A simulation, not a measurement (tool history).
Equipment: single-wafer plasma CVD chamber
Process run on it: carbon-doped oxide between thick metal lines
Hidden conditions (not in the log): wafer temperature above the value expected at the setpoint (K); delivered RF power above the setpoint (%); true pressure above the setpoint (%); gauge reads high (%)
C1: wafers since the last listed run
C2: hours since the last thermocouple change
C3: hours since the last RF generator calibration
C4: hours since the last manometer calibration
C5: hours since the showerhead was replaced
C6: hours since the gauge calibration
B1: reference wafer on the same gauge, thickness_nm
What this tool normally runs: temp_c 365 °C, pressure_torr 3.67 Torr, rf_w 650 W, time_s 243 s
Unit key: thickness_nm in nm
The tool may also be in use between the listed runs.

Run 1, hour 0: usual settings; C1 0; C2 1281.9; C3 1907; C4 2861.5; C5 2411.3; C6 350.9; B1 1400.746. Result: thickness_nm 1281.226 nm.
Run 2, hour 17.6: usual settings but pressure_torr 3.05 Torr, rf_w 745 W; C1 78; C2 1299.5; C3 1924.6; C4 2879.1; C5 2428.9; C6 368.5; B1 1401.484. Result: thickness_nm 1385.215 nm.
Run 3, hour 33.8: usual settings but pressure_torr 3.05 Torr, rf_w 745 W; C1 72; C2 1315.7; C3 1940.8; C4 2895.3; C5 2445.1; C6 384.7; B1 1399.506. Result: thickness_nm 1383.421 nm.
Run 4, hour 50.9: usual settings but temp_c 356 °C; C1 76; C2 1332.8; C3 1957.9; C4 2912.4; C5 2462.2; C6 401.8; B1 1399.899. Result: thickness_nm 1298.342 nm.
Run 5, hour 67.7: usual settings but temp_c 356 °C; C1 75; C2 1349.6; C3 1974.7; C4 2929.2; C5 2479; C6 418.6; B1 1399.974. Result: thickness_nm 1304.095 nm.
Run 6, hour 80.8: usual settings but rf_w 695 W; C1 58; C2 1362.7; C3 1987.8; C4 2942.3; C5 2492.1; C6 431.7; B1 1399.944. Result: thickness_nm 1345.031 nm.
Run 7, hour 90.1: usual settings but rf_w 695 W; C1 41; C2 1372; C3 1997.1; C4 2951.6; C5 2501.4; C6 441; B1 1399.904. Result: thickness_nm 1341.128 nm.
At hour 101.6: showerhead replaced.
Run 8, hour 102.6: usual settings but rf_w 695 W; C1 20; C2 1384.5; C3 2009.6; C4 2964.1; C5 1; C6 453.5; B1 1399.379. Result: thickness_nm 1341.728 nm.
At hour 109.6: gauge calibrated.
Run 9, hour 114.5: usual settings; C1 53; C2 1396.4; C3 2021.5; C4 2976; C5 12.9; C6 4.9; B1 1399.624. Result: thickness_nm 1271.207 nm.
Run 10, hour 131.3: usual settings; C1 75; C2 1413.2; C3 2038.3; C4 2992.8; C5 29.7; C6 21.7; B1 1399.916. Result: thickness_nm 1274.15 nm.
Run 11, hour 141: usual settings but rf_w 610 W; C1 43; C2 1422.9; C3 2048; C4 3002.5; C5 39.4; C6 31.4; B1 1401.4. Result: thickness_nm 1219.033 nm.
At hour 156.9: capacitance manometer re-zeroed and calibrated.
Run 12, hour 158.4: usual settings; C1 42; C2 1440.3; C3 2065.4; C4 1.5; C5 56.8; C6 48.8; B1 1400.224. Result: thickness_nm 1276.369 nm.
Run 13, hour 165.2: usual settings but temp_c 360 °C, pressure_torr 4.17 Torr, rf_w 710 W, time_s 226 s; C1 30; C2 1447.1; C3 2072.2; C4 8.3; C5 63.6; C6 55.6; B1 1400.585. Result: thickness_nm 1291.427 nm.
Run 14, hour 178.1: usual settings but temp_c 372 °C; C1 57; C2 1460; C3 2085.1; C4 21.2; C5 76.5; C6 68.5; B1 1400.337. Result: thickness_nm 1257.887 nm.
At hour 190.9: RF generator calibrated.
Run 15, hour 194.7: usual settings but rf_w 715 W; C1 38; C2 1476.6; C3 3.8; C4 37.8; C5 93.1; C6 85.1; B1 1400.106. Result: thickness_nm 1412.25 nm.
Run 16, hour 201.8: usual settings but temp_c 350 °C; C1 31; C2 1483.7; C3 10.9; C4 44.9; C5 100.2; C6 92.2; B1 1399.87. Result: thickness_nm 1360.503 nm.
Run 17, hour 211.9: usual settings but temp_c 359 °C, rf_w 745 W; C1 45; C2 1493.8; C3 21; C4 55; C5 110.3; C6 102.3; B1 1399.552. Result: thickness_nm 1471.655 nm.
Run 18, hour 228.4: usual settings but temp_c 371 °C; C1 73; C2 1510.3; C3 37.5; C4 71.5; C5 126.8; C6 118.8; B1 1401.021. Result: thickness_nm 1304.289 nm.
Run 19, hour 238.6: usual settings but temp_c 360 °C, rf_w 695 W, time_s 199 s; C1 45; C2 1520.5; C3 47.7; C4 81.7; C5 137; C6 129; B1 1399.134. Result: thickness_nm 1146.032 nm.
Run 20, hour 248.7: usual settings; C1 45; C2 1530.6; C3 57.8; C4 91.8; C5 147.1; C6 139.1; B1 1399.911. Result: thickness_nm 1322.709 nm.
At hour 263: thermocouple changed; heater temperature recalibrated.
Run 21, hour 263.5: usual settings but temp_c 358 °C, rf_w 585 W, time_s 273 s; C1 30; C2 0.5; C3 72.6; C4 106.6; C5 161.9; C6 153.9; B1 1400.204. Result: thickness_nm 1392.022 nm.
Run 22, hour 270.5: usual settings but temp_c 359 °C, pressure_torr 4.19 Torr, rf_w 560 W, time_s 272 s; C1 31; C2 7.5; C3 79.6; C4 113.6; C5 168.9; C6 160.9; B1 1399.833. Result: thickness_nm 1354.328 nm.
Run 23, hour 282.3: usual settings but temp_c 351 °C, pressure_torr 3.35 Torr, rf_w 585 W; C1 52; C2 19.3; C3 91.4; C4 125.4; C5 180.7; C6 172.7; B1 1400.271. Result: thickness_nm 1245.232 nm.
Run 24, hour 318.2: usual settings but temp_c 359 °C, rf_w 745 W; C1 160; C2 55.2; C3 127.3; C4 161.3; C5 216.6; C6 208.6; B1 1399.268. Result: thickness_nm 1472.554 nm.
Run 25, hour 331.1: usual settings; C1 57; C2 68.1; C3 140.2; C4 174.2; C5 229.5; C6 221.5; B1 1399.584. Result: thickness_nm 1320.909 nm.
Run 26, hour 347: usual settings; C1 71; C2 84; C3 156.1; C4 190.1; C5 245.4; C6 237.4; B1 1399.895. Result: thickness_nm 1321.251 nm.
Run 27, hour 357.5: usual settings but pressure_torr 4.5 Torr, time_s 197 s; C1 46; C2 94.5; C3 166.6; C4 200.6; C5 255.9; C6 247.9; B1 1401.244. Result: thickness_nm 1095.979 nm.

Predict each of these 5 candidate next runs independently; none follows another, all start after run 27:
Run A, hour 358: usual settings but pressure_torr 2.78 Torr; C1 2; C2 95; C3 167.1; C4 201.1; C5 256.4; C6 248.4; B1 ?. Result: thickness_nm ?.
Run B, hour 358: usual settings but pressure_torr 2.83 Torr; C1 2; C2 95; C3 167.1; C4 201.1; C5 256.4; C6 248.4; B1 ?. Result: thickness_nm ?.
Run C, hour 358: usual settings but temp_c 372 °C, time_s 257 s; C1 2; C2 95; C3 167.1; C4 201.1; C5 256.4; C6 248.4; B1 ?. Result: thickness_nm ?.
Run D, hour 358: usual settings but temp_c 358 °C, rf_w 730 W; C1 2; C2 95; C3 167.1; C4 201.1; C5 256.4; C6 248.4; B1 ?. Result: thickness_nm ?.
Run E, hour 358: usual settings but temp_c 358 °C, pressure_torr 3.96 Torr, rf_w 725 W, time_s 215 s; C1 2; C2 95; C3 167.1; C4 201.1; C5 256.4; C6 248.4; B1 ?. Result: thickness_nm ?.

run        B1  thickness_nm
  A  1399.608      1291.651
  B  1399.608      1292.949
  C  1399.608      1379.969
  D  1399.608      1454.891
  E  1399.608      1291.203
Had the tool no hidden state, the same runs would have come out as:
run  thickness_nm
  A       1300.79
  B      1302.097
  C      1389.733
  D      1464.891
  E      1300.078

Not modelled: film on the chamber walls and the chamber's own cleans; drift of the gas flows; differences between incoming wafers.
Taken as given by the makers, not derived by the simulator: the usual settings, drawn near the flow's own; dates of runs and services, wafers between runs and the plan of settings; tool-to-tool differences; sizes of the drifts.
